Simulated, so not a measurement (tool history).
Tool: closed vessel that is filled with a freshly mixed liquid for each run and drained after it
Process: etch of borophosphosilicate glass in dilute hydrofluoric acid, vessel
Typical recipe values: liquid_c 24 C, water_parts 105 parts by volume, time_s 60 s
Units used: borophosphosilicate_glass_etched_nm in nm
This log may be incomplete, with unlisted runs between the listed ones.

run   hour  liquid_c  water_parts  time_s  wafers since the last listed run  hours since the thermometer was replaced  hours since the hydrofluoric acid flow meter was replaced  hours since the gauge calibration  read-back film thickness of the borophosphosilicate glass reference wafer, read on the same gauge (nm)  borophosphosilicate_glass_etched_nm
  1      0        24          105      60                                 0                                    2141.4                                                      359.4                                540                                                                                                  129.99                                44.63
  2   71.2        24          105      60                              6146                                    2212.6                                                      430.6                              611.2                                                                                                     130                                 44.7
  3  107.8        24          105      60                              3159                                    2249.2                                                      467.2                              647.8                                                                                                     130                                44.89
  4  157.6        24          105      60                              4299                                      2299                                                        517                              697.6                                                                                                  130.02                                44.81
  5  260.2        24          105      60                              8857                                    2401.6                                                      619.6                              800.2                                                                                                  130.02                                45.13
  6  304.3        24          105      60                              3807                                    2445.7                                                      663.7                              844.3                                                                                                  130.01                                44.78
  7  353.6        24          105      60                              4256                                      2495                                                        713                              893.6                                                                                                  129.99                                44.92
  8  423.2        24          105      60                              6008                                    2564.6                                                      782.6                              963.2                                                                                                  130.01                                45.54
     451.9  -- thermometer replaced
  9  494.3        24          105      50                              6051                                      42.4                                                      853.7                             1034.3                                                                                                  129.99                                34.62
 10  536.6        24          105      50                              3651                                      84.7                                                        896                             1076.6                                                                                                  130.03                                34.64
 11  590.7        24          105      60                              4670                                     138.8                                                      950.1                             1130.7                                                                                                     130                                41.95
 12  624.7        24          105      60                              2935                                     172.8                                                      984.1                             1164.7                                                                                                  130.01                                 41.8
 13  679.5      27.5          145      85                              4730                                     227.6                                                     1038.9                             1219.5                                                                                                     130                                46.46

Run 14, settings as shown, results not yet in. Your forecast:
 14  738.3        24          105      60                              5076                                     286.4                                                     1097.7                             1278.3                                                                                                       ?                                    ?

read-back film thickness of the borophosphosilicate glass reference wafer, read on the same gauge (nm): 130
borophosphosilicate_glass_etched_nm: 41.91 nm
Had the tool carried no hidden state, the very same run would have given borophosphosilicate_glass_etched_nm 41.24 nm.

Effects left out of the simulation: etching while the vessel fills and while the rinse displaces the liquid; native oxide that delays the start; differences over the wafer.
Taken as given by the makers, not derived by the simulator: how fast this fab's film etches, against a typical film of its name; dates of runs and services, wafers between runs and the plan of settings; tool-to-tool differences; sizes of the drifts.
